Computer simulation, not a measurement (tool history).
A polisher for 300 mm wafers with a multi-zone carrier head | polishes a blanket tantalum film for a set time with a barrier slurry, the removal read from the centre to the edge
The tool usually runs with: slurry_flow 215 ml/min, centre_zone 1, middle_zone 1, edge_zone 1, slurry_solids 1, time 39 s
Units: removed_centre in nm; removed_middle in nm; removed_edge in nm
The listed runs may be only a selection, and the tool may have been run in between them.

run   hour  slurry_flow  centre_zone  middle_zone  edge_zone  slurry_solids  time  incoming thickness of the incoming film, nm  removed_centre  removed_middle  removed_edge
  1      0          215            1            1          1              1    39                                        339.2            59.9            60.4          59.7
  2   29.8          215            1            1          1              1    39                                        343.9            58.8            60.1          59.5
  3   54.4          215            1            1          1              1    39                                          340            58.1              59          59.5
  4   72.9          215         1.04            1          1              1    39                                        344.1            60.2            59.6          58.5
  5   87.4          215         1.04            1          1              1    39                                        337.8            60.1            58.9          59.6
  6  107.7          215         0.91            1          1              1    39                                        344.1              54            58.2          57.8
  7  136.7          215         0.91            1          1              1    39                                        347.5            53.9            58.2          58.3
  8  160.5          270            1            1          1              1    35                                        338.9            59.4            59.5            57
  9    180          215            1            1       0.94              1    39                                        338.9            63.6            64.5          61.7
 10  211.9          215         0.96            1          1           1.15    34                                          346            56.3            58.3          55.9
 11  221.7          215            1            1          1              1    39                                        345.1            63.5            64.1          61.4
 12  244.1          150            1            1          1              1    39                                        339.1              59            58.9            58
 13  258.5          215            1            1       1.09              1    39                                          339            63.2            63.6          64.4
 14  280.9          215         0.96            1          1              1    39                                        336.1            61.8            62.6          62.1
 15  307.4          215            1            1       1.05              1    39                                        341.2            62.7            62.6          62.7

Taken out of this log: 6 entries between the listed runs. Where each belongs, and how the hidden state differs across it:
After run 5, before run 6: worn pad replaced by a new one (hour 104.8)
  slurry flow missing at the pad, %: 36.4 -> 37.6
  difference, measured minus the result without the unlogged condition, removed_centre: -6.4 -> -6 nm; removed_middle: -5.5 -> -5.8 nm; removed_edge: -4 -> -4.1 nm
After run 7, before run 8: slurry nozzle cleaned (hour 151.8)
  slurry flow missing at the pad, %: 39.4 -> 2.33
  difference, measured minus the result without the unlogged condition, removed_centre: -6.6 -> -0.1 nm; removed_middle: -6.2 -> -0.1 nm; removed_edge: -4.5 -> -0.2 nm
After run 8, before run 9: edge zone pressure recalibrated (hour 177.3)
  slurry flow missing at the pad, %: 2.33 -> 3.54
  difference, measured minus the result without the unlogged condition, removed_centre: -0.1 -> -0.4 nm; removed_middle: -0.1 -> -0.4 nm; removed_edge: -0.2 -> -0.3 nm
After run 9, before run 10: carrier head's membrane replaced by a new one (hour 203.5); worn pad replaced by a new one (hour 211.4)
  slurry flow missing at the pad, %: 3.54 -> 5.51
  difference, measured minus the result without the unlogged condition, removed_centre: -0.4 -> -0.5 nm; removed_middle: -0.4 -> -0.5 nm; removed_edge: -0.3 -> -0.4 nm
After run 11, before run 12: centre zone pressure recalibrated (hour 229)
  slurry flow missing at the pad, %: 6.12 -> 7.5
  difference, measured minus the result without the unlogged condition, removed_centre: -0.7 -> -1.2 nm; removed_middle: -0.6 -> -1.1 nm; removed_edge: -0.5 -> -0.8 nm
